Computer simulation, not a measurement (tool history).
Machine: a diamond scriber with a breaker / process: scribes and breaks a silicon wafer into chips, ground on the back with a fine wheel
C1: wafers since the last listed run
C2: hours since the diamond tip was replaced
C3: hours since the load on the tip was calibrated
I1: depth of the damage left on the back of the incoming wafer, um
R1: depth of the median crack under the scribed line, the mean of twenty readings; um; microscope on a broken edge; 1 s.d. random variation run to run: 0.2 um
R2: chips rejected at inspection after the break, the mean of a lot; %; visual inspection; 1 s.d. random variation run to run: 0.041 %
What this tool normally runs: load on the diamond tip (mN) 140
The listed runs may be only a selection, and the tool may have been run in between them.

Run 1, hour 0: usual settings but load on the diamond tip (mN) 170; C1 0; C2 406.7; C3 73.3; I1 2.19. Result: R1 15.3 um, R2 3.04 %.
Run 2, hour 25.1: usual settings but load on the diamond tip (mN) 107; C1 63; C2 431.8; C3 98.4; I1 2.58. Result: R1 11.02 um, R2 18.28 %.
Run 3, hour 58.8: usual settings but load on the diamond tip (mN) 107; C1 84; C2 465.5; C3 132.1; I1 1.62. Result: R1 10.57 um, R2 18.18 %.
Run 4, hour 86.3: usual settings; C1 69; C2 493; C3 159.6; I1 2.35. Result: R1 13.3 um, R2 1.94 %.
Run 5, hour 99.7: usual settings but load on the diamond tip (mN) 151; C1 33; C2 506.4; C3 173; I1 1.75. Result: R1 14.29 um, R2 0.71 %.
Run 6, hour 113.5: usual settings but load on the diamond tip (mN) 151; C1 34; C2 520.2; C3 186.8; I1 2.38. Result: R1 14.32 um, R2 1.02 %.
Run 7, hour 127.4: usual settings but load on the diamond tip (mN) 151; C1 34; C2 534.1; C3 200.7; I1 1.89. Result: R1 14.18 um, R2 0.7 %.
Run 8, hour 143.8: usual settings; C1 41; C2 550.5; C3 217.1; I1 1.87. Result: R1 13.3 um, R2 1.85 %.
Run 9, hour 169.6: usual settings; C1 64; C2 576.3; C3 242.9; I1 1.86. Result: R1 13.11 um, R2 1.76 %.
Run 10, hour 181.8: usual settings; C1 30; C2 588.5; C3 255.1; I1 1.68. Result: R1 13.26 um, R2 1.59 %.
Run 11, hour 209.3: usual settings but load on the diamond tip (mN) 150; C1 69; C2 616; C3 282.6; I1 2.89. Result: R1 13.76 um, R2 1.41 %.
Run 12, hour 233.1: usual settings but load on the diamond tip (mN) 150; C1 59; C2 639.8; C3 306.4; I1 2.89. Result: R1 13.74 um, R2 1.48 %.
Run 13, hour 245.5: usual settings; C1 31; C2 652.2; C3 318.8; I1 2.5. Result: R1 13.29 um, R2 2.37 %.
Run 14, hour 266: usual settings; C1 51; C2 672.7; C3 339.3; I1 1.59. Result: R1 13.18 um, R2 1.84 %.
Run 15, hour 290.7: usual settings; C1 62; C2 697.4; C3 364; I1 1.82. Result: R1 13.36 um, R2 1.88 %.
Run 16, hour 319.1: usual settings; C1 71; C2 725.8; C3 392.4; I1 1.7. Result: R1 13.16 um, R2 1.86 %.
Run 17, hour 342.2: usual settings but load on the diamond tip (mN) 173; C1 58; C2 748.9; C3 415.5; I1 1.56. Result: R1 15.43 um, R2 2.92 %.
Run 18, hour 358.5: usual settings but load on the diamond tip (mN) 173; C1 40; C2 765.2; C3 431.8; I1 1.5. Result: R1 15.4 um, R2 2.91 %.
Run 19, hour 390.3: usual settings but load on the diamond tip (mN) 99; C1 79; C2 797; C3 463.6; I1 2.03. Result: R1 10.17 um, R2 25.71 %.
Run 20, hour 411.7: usual settings but load on the diamond tip (mN) 157; C1 53; C2 818.4; C3 485; I1 2.83. Result: R1 14.12 um, R2 1.38 %.
Run 21, hour 440: usual settings; C1 71; C2 846.7; C3 513.3; I1 2.12. Result: R1 12.86 um, R2 2.1 %.
Run 22, hour 467.1: usual settings but load on the diamond tip (mN) 178; C1 68; C2 873.8; C3 540.4; I1 2.55. Result: R1 15.79 um, R2 3.85 %.
At hour 488.4: diamond tip replaced by a new one.
Run 23, hour 498: usual settings but load on the diamond tip (mN) 116; C1 72; C2 9.6; C3 571.3; I1 2.67. Result: R1 11.79 um, R2 6.79 %.
At hour 509.4: load on the tip recalibrated.
Run 24, hour 530.6: usual settings but load on the diamond tip (mN) 180; C1 76; C2 42.2; C3 21.2; I1 1.87. Result: R1 16.65 um, R2 8.62 %.
Run 25, hour 548.7: usual settings but load on the diamond tip (mN) 112; C1 45; C2 60.3; C3 39.3; I1 2.29. Result: R1 11.81 um, R2 9.74 %.
Run 26, hour 584.9: usual settings but load on the diamond tip (mN) 118; C1 90; C2 96.5; C3 75.5; I1 1.67. Result: R1 11.87 um, R2 6.92 %.
Run 27, hour 604.5: usual settings but load on the diamond tip (mN) 110; C1 49; C2 116.1; C3 95.1; I1 2.64. Result: R1 11.76 um, R2 13.02 %.
Run 28, hour 629.4: usual settings but load on the diamond tip (mN) 104; C1 62; C2 141; C3 120; I1 1.95. Result: R1 10.94 um, R2 17.87 %.
Run 29, hour 646.5: usual settings; C1 42; C2 158.1; C3 137.1; I1 2.33. Result: R1 13.7 um, R2 1.35 %.
Run 30, hour 668.9: usual settings; C1 56; C2 180.5; C3 159.5; I1 1.75. Result: R1 13.71 um, R2 0.98 %.
Run 31, hour 692.4: usual settings but load on the diamond tip (mN) 102; C1 59; C2 204; C3 183; I1 2.35. Result: R1 10.52 um, R2 18.8 %.
Run 32, hour 715.8: usual settings but load on the diamond tip (mN) 114; C1 58; C2 227.4; C3 206.4; I1 2.3. Result: R1 11.4 um, R2 10.84 %.
Run 33, hour 738.4: usual settings but load on the diamond tip (mN) 126; C1 56; C2 250; C3 229; I1 1.98. Result: R1 12.6 um, R2 4.16 %.
Run 34, hour 765.1: usual settings but load on the diamond tip (mN) 127; C1 67; C2 276.7; C3 255.7; I1 1.83. Result: R1 12.7 um, R2 4.6 %.
Run 35, hour 793: usual settings; C1 70; C2 304.6; C3 283.6; I1 2.83. Result: R1 13.78 um, R2 1.92 %.
Run 36, hour 817.5: usual settings but load on the diamond tip (mN) 173; C1 61; C2 329.1; C3 308.1; I1 1.62. Result: R1 15.48 um, R2 3.78 %.
Run 37, hour 847.1: usual settings; C1 74; C2 358.7; C3 337.7; I1 2. Result: R1 13.5 um, R2 1.34 %.
Run 38, hour 879.1: usual settings; C1 80; C2 390.7; C3 369.7; I1 2.65. Result: R1 13.3 um, R2 1.93 %.
Run 39, hour 896.7: usual settings; C1 44; C2 408.3; C3 387.3; I1 1.91. Result: R1 13.45 um, R2 1.51 %.
Run 40, hour 916.3: usual settings; C1 49; C2 427.9; C3 406.9; I1 2.4. Result: R1 13.23 um, R2 1.76 %.
Run 41, hour 938.9: usual settings but load on the diamond tip (mN) 115; C1 56; C2 450.5; C3 429.5; I1 2.43. Result: R1 11.3 um, R2 11.26 %.

State the hidden condition of the tool at each of the runs:
deviation of the load on the tip from its setpoint, %: 0 across all the runs
H1: share of the diamond tip's cutting effectiveness lost through wear, %
run     H1
  1   7.46
  2   7.66
  3   7.91
  4   8.09
  5   8.17
  6   8.25
  7   8.33
  8   8.41
  9   8.54
 10    8.6
 11   8.72
 12   8.81
 13   8.86
 14   8.93
 15   9.01
 16    9.1
 17   9.16
 18   9.21
 19   9.28
 20   9.33
 21   9.39
 22   9.44
 23  0.481
 24   1.44
 25   1.93
 26   2.82
 27   3.26
 28   3.78
 29   4.12
 30   4.53
 31   4.92
 32   5.29
 33   5.62
 34   5.98
 35   6.32
 36   6.59
 37   6.89
 38   7.19
 39   7.34
 40    7.5
 41   7.67

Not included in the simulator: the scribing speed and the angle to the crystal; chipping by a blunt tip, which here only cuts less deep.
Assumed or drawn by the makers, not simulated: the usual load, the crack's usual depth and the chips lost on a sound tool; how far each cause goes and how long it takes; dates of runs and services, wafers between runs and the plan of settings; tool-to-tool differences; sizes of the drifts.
